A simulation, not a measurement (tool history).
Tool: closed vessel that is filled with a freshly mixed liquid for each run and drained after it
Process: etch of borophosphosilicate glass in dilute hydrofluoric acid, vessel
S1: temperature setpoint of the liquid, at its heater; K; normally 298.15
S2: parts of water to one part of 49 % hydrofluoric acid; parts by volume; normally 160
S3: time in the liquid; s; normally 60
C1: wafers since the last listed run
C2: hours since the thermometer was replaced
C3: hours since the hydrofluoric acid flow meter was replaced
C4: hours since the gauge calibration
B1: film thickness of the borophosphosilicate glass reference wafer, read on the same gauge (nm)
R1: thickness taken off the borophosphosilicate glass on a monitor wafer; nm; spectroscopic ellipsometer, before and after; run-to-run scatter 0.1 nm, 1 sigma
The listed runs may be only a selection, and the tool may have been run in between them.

run	hour	S1	S2	S3	C1	C2	C3	C4	B1	R1
1	0	298.15	135	60	0	1425.5	1912.2	103.6	69.98	23.39
2	6.9	298.15	135	60	952	1432.4	1919.1	110.5	70.02	23.12
3	16.9	299.15	160	60	1380	1442.4	1929.1	120.5	70.01	19.76
4	24.9	299.15	160	60	1104	1450.4	1937.1	128.5	69.98	19.85
5	78.9	300.15	160	60	7456	1504.4	1991.1	182.5	70.02	20.49
6	93.1	298.15	220	60	1960	1518.6	2005.3	196.7	70.03	12.89
# hour 98.9: hydrofluoric acid flow meter replaced
7	101.5	298.15	220	60	1021	1527	2.6	205.1	70.03	12.83
8	115.3	298.15	220	60	1905	1540.8	16.4	218.9	70.01	12.99
9	130	298.15	175	60	2029	1555.5	31.1	233.6	69.99	17
10	146.9	298.15	175	60	2333	1572.4	48	250.5	70.03	17.03
# hour 151.6: gauge calibrated
11	153.4	298.15	160	60	897	1578.9	54.5	1.8	70.03	18.93
12	161.7	298.15	160	60	1146	1587.2	62.8	10.1	70	19.01
13	171.5	298.15	160	60	1353	1597	72.6	19.9	69.98	18.73
14	177.9	293.65	110	60	883	1603.4	79	26.3	70.03	23.92
15	186.1	293.65	105	60	1132	1611.6	87.2	34.5	69.97	25.46
16	195.7	298.15	135	60	1325	1621.2	96.8	44.1	70.04	22.88
# hour 199: thermometer replaced
17	208.9	302.65	160	30	1684	9.9	110	57.3	69.98	12
18	216.5	298.15	160	40	1049	17.5	117.6	64.9	69.99	13.53
19	223.4	299.15	160	60	952	24.4	124.5	71.8	69.99	21.11
20	232.5	295.15	160	30	1256	33.5	133.6	80.9	69.95	9.04
21	239.3	298.15	160	60	938	40.3	140.4	87.7	70.02	20.37
22	253.1	295.15	115	80	1905	54.1	154.2	101.5	70.02	35.44
23	264	296.15	160	75	1505	65	165.1	112.4	69.98	23.52
24	280.3	298.15	160	60	2250	81.3	181.4	128.7	69.96	20.32
25	297.9	298.15	160	60	2430	98.9	199	146.3	70	20.35
26	308.7	298.15	200	75	1491	109.7	209.8	157.1	70.04	19.32

Branching from run 26: 4 alternative next runs. What would each branch give?
A	309.4	298.15	160	60	96	110.4	210.5	157.8	?	?
B	309.4	295.15	120	45	96	110.4	210.5	157.8	?	?
C	309.4	298.15	230	30	96	110.4	210.5	157.8	?	?
D	309.4	298.15	95	60	96	110.4	210.5	157.8	?	?

run	B1	R1
A	69.97	19.99
B	69.97	18.61
C	69.97	6.44
D	69.97	36.38
Without the tool's unlogged condition, the same runs would have read:
run	R1
A	20.39
B	19.01
C	6.56
D	37.15
